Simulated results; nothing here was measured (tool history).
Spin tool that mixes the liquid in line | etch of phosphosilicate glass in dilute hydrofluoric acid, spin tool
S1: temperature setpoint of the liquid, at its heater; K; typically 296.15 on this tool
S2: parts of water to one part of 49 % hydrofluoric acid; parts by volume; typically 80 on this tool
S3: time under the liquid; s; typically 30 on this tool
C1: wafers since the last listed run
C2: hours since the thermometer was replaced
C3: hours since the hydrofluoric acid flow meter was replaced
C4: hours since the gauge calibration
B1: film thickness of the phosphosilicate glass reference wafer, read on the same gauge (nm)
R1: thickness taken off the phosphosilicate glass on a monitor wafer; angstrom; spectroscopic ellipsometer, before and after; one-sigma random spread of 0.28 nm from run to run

run 1 day=0 | S1=294.65 S2=80 S3=30 | C1=0 C2=1228.1 C3=493.5 C4=7.8 | B1=149.95 | R1=429.5
run 2 day=0.258 | S1=294.65 S2=80 S3=30 | C1=123 C2=1234.3 C3=499.7 C4=14 | B1=149.99 | R1=427.5
run 3 day=0.646 | S1=296.15 S2=80 S3=30 | C1=185 C2=1243.6 C3=509 C4=23.3 | B1=149.99 | R1=455.7
run 4 day=0.933 | S1=296.15 S2=80 S3=30 | C1=137 C2=1250.5 C3=515.9 C4=30.2 | B1=149.99 | R1=454.3
run 5 day=1.246 | S1=296.15 S2=80 S3=30 | C1=149 C2=1258 C3=523.4 C4=37.7 | B1=150.01 | R1=452.4
run 6 day=1.504 | S1=296.15 S2=80 S3=20 | C1=123 C2=1264.2 C3=529.6 C4=43.9 | B1=149.99 | R1=303.9
run 7 day=1.767 | S1=296.15 S2=80 S3=20 | C1=125 C2=1270.5 C3=535.9 C4=50.2 | B1=150.01 | R1=302.2
run 8 day=2.183 | S1=292.15 S2=80 S3=30 | C1=198 C2=1280.5 C3=545.9 C4=60.2 | B1=150 | R1=385.9
-- day=2.304 thermometer replaced
run 9 day=2.442 | S1=294.65 S2=80 S3=25 | C1=103 C2=3.3 C3=552.1 C4=66.4 | B1=150 | R1=354.4
run 10 day=2.692 | S1=294.65 S2=80 S3=30 | C1=119 C2=9.3 C3=558.1 C4=72.4 | B1=149.99 | R1=428.6
run 11 day=3.179 | S1=293.65 S2=70 S3=15 | C1=232 C2=21 C3=569.8 C4=84.1 | B1=150.02 | R1=235.7
run 12 day=3.446 | S1=294.15 S2=65 S3=50 | C1=127 C2=27.4 C3=576.2 C4=90.5 | B1=150 | R1=864.8
run 13 day=3.862 | S1=292.15 S2=80 S3=40 | C1=198 C2=37.4 C3=586.2 C4=100.5 | B1=150.06 | R1=514
-- day=3.908 hydrofluoric acid flow meter replaced
run 14 day=4.204 | S1=291.65 S2=95 S3=40 | C1=143 C2=45.6 C3=7.1 C4=108.7 | B1=150.02 | R1=374.1
-- day=4.367 gauge calibrated
run 15 day=4.821 | S1=292.65 S2=80 S3=20 | C1=294 C2=60.4 C3=21.9 C4=10.9 | B1=149.98 | R1=236.2
-- day=4.908 hydrofluoric acid flow meter replaced, repeated, since the last time left the tool worse
run 16 day=5.125 | S1=291.15 S2=80 S3=30 | C1=125 C2=67.7 C3=5.2 C4=18.2 | B1=149.98 | R1=397.3
run 17 day=5.692 | S1=298.15 S2=80 S3=30 | C1=270 C2=81.3 C3=18.8 C4=31.8 | B1=149.98 | R1=529.2

Branching from run 17: 4 alternative next runs. What would each branch give?
run A day=5.708 | S1=296.15 S2=80 S3=15 | C1=7 C2=81.7 C3=19.2 C4=32.2 | B1=? | R1=?
run B day=5.708 | S1=294.65 S2=55 S3=35 | C1=7 C2=81.7 C3=19.2 C4=32.2 | B1=? | R1=?
run C day=5.708 | S1=296.15 S2=115 S3=30 | C1=7 C2=81.7 C3=19.2 C4=32.2 | B1=? | R1=?
run D day=5.708 | S1=296.15 S2=50 S3=45 | C1=7 C2=81.7 C3=19.2 C4=32.2 | B1=? | R1=?

run=A B1=149.99 R1=244.6
run=B B1=149.99 R1=805.1
run=C B1=149.99 R1=326.2
run=D B1=149.99 R1=1219.7
Without the tool's unlogged condition, the same runs would have read:
run=A R1=245.9
run=B R1=809.3
run=C R1=328
run=D R1=1226.1
